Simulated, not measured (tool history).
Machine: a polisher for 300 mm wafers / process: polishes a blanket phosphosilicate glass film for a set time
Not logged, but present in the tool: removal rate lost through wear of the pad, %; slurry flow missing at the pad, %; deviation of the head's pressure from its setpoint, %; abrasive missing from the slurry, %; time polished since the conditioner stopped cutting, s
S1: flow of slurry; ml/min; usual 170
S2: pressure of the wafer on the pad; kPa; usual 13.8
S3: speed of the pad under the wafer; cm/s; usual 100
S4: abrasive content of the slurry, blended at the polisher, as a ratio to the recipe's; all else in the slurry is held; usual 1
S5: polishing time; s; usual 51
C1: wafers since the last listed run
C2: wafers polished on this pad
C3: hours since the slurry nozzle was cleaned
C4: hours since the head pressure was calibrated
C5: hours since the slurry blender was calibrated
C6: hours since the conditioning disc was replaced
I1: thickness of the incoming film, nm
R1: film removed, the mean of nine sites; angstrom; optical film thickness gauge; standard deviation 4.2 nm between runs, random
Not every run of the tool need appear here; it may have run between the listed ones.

Run 1, hour 0: usual settings; C1 0; C2 1036; C3 630.8; C4 803; C5 265.7; C6 427.2; I1 2657. Result: R1 3452 angstrom.
At hour 9.5: worn pad replaced by a new one.
At hour 14.2: slurry blender recalibrated.
At hour 25.2: conditioning disc replaced and pad reconditioned.
Run 2, hour 33.1: usual settings; C1 174; C2 136; C3 663.9; C4 836.1; C5 18.9; C6 7.9; I1 2705. Result: R1 3491 angstrom.
At hour 47.8: slurry nozzle cleaned.
At hour 57.7: head pressure recalibrated.
Run 3, hour 66.2: usual settings; C1 209; C2 345; C3 18.4; C4 8.5; C5 52; C6 41; I1 2697.6. Result: R1 3257 angstrom.
Run 4, hour 88.8: usual settings; C1 156; C2 502; C3 41; C4 31.1; C5 74.6; C6 63.6; I1 2662.1. Result: R1 3271 angstrom.
Run 5, hour 123: usual settings; C1 237; C2 740; C3 75.2; C4 65.3; C5 108.8; C6 97.8; I1 2693.8. Result: R1 3291 angstrom.
Run 6, hour 135.9: usual settings; C1 89; C2 829; C3 88.1; C4 78.2; C5 121.7; C6 110.7; I1 2698.6. Result: R1 3313 angstrom.
At hour 148.3: worn pad replaced by a new one, of another model than before.
Run 7, hour 160.5: usual settings; C1 143; C2 84; C3 112.7; C4 102.8; C5 146.3; C6 135.3; I1 2666.1. Result: R1 3253 angstrom.
Run 8, hour 177.8: usual settings but S2 11 kPa, S3 84 cm/s, S4 0.9, S5 65 s; C1 120; C2 205; C3 130; C4 120.1; C5 163.6; C6 152.6; I1 2650.7. Result: R1 3288 angstrom.
Run 9, hour 189.9: usual settings but S3 114 cm/s, S4 0.85; C1 84; C2 289; C3 142.1; C4 132.2; C5 175.7; C6 164.7; I1 2674.2. Result: R1 3200 angstrom.
Run 10, hour 205: usual settings but S2 11 kPa, S3 70 cm/s; C1 104; C2 394; C3 157.2; C4 147.3; C5 190.8; C6 179.8; I1 2646. Result: R1 2537 angstrom.
Run 11, hour 218: usual settings but S1 150 ml/min, S5 68 s; C1 90; C2 484; C3 170.2; C4 160.3; C5 203.8; C6 192.8; I1 2712.4. Result: R1 4262 angstrom.
Run 12, hour 252.5: usual settings but S2 11 kPa, S3 134 cm/s, S4 1.15, S5 44 s; C1 239; C2 723; C3 204.7; C4 194.8; C5 238.3; C6 227.3; I1 2669.9. Result: R1 3187 angstrom.
Run 13, hour 275.9: usual settings; C1 162; C2 886; C3 228.1; C4 218.2; C5 261.7; C6 250.7; I1 2666. Result: R1 3315 angstrom.
At hour 285.9: worn pad replaced by a new one.
At hour 286.7: slurry blender recalibrated.
Run 14, hour 292.2: usual settings but S4 0.7, S5 59 s; C1 79; C2 38; C3 244.4; C4 234.5; C5 5.5; C6 267; I1 2635.9. Result: R1 3259 angstrom.
Run 15, hour 307.3: usual settings; C1 104; C2 143; C3 259.5; C4 249.6; C5 20.6; C6 282.1; I1 2696.9. Result: R1 3349 angstrom.
Run 16, hour 320.6: usual settings; C1 92; C2 235; C3 272.8; C4 262.9; C5 33.9; C6 295.4; I1 2665.1. Result: R1 3353 angstrom.
Run 17, hour 335.6: usual settings; C1 104; C2 339; C3 287.8; C4 277.9; C5 48.9; C6 310.4; I1 2662. Result: R1 3328 angstrom.
Run 18, hour 360.3: usual settings but S1 195 ml/min, S2 9.7 kPa, S4 0.8, S5 43 s; C1 171; C2 511; C3 312.5; C4 302.6; C5 73.6; C6 335.1; I1 2647.4. Result: R1 2284 angstrom.
Run 19, hour 387: usual settings but S1 120 ml/min, S3 80 cm/s, S4 1.1; C1 185; C2 696; C3 339.2; C4 329.3; C5 100.3; C6 361.8; I1 2720.3. Result: R1 2757 angstrom.
Run 20, hour 407.5: usual settings but S2 18.6 kPa, S3 110 cm/s, S5 40 s; C1 142; C2 839; C3 359.7; C4 349.8; C5 120.8; C6 382.3; I1 2689.7. Result: R1 3204 angstrom.
Run 21, hour 426: usual settings but S1 140 ml/min, S2 15.2 kPa, S4 1.2, S5 64 s; C1 128; C2 967; C3 378.2; C4 368.3; C5 139.3; C6 400.8; I1 2697.8. Result: R1 4432 angstrom.
At hour 440.2: worn pad replaced by a new one.
Run 22, hour 440.7: usual settings; C1 74; C2 3; C3 392.9; C4 383; C5 154; C6 415.5; I1 2702.9. Result: R1 3310 angstrom.
Run 23, hour 467.8: usual settings but S3 76 cm/s, S4 1.1; C1 188; C2 191; C3 420; C4 410.1; C5 181.1; C6 442.6; I1 2672. Result: R1 3022 angstrom.
Run 24, hour 483.1: usual settings but S2 9.7 kPa, S4 0.8; C1 106; C2 298; C3 435.3; C4 425.4; C5 196.4; C6 457.9; I1 2681.5. Result: R1 2632 angstrom.

Predict the results of run 25:
Run 25, hour 501.7: usual settings but S3 88 cm/s; C1 129; C2 427; C3 453.9; C4 444; C5 215; C6 476.5; I1 2688. Result: R1 ?.

{"run 25": {"R1": 3111}}
The same run, on a tool lacking any hidden state, would have yielded R1 3086 angstrom.
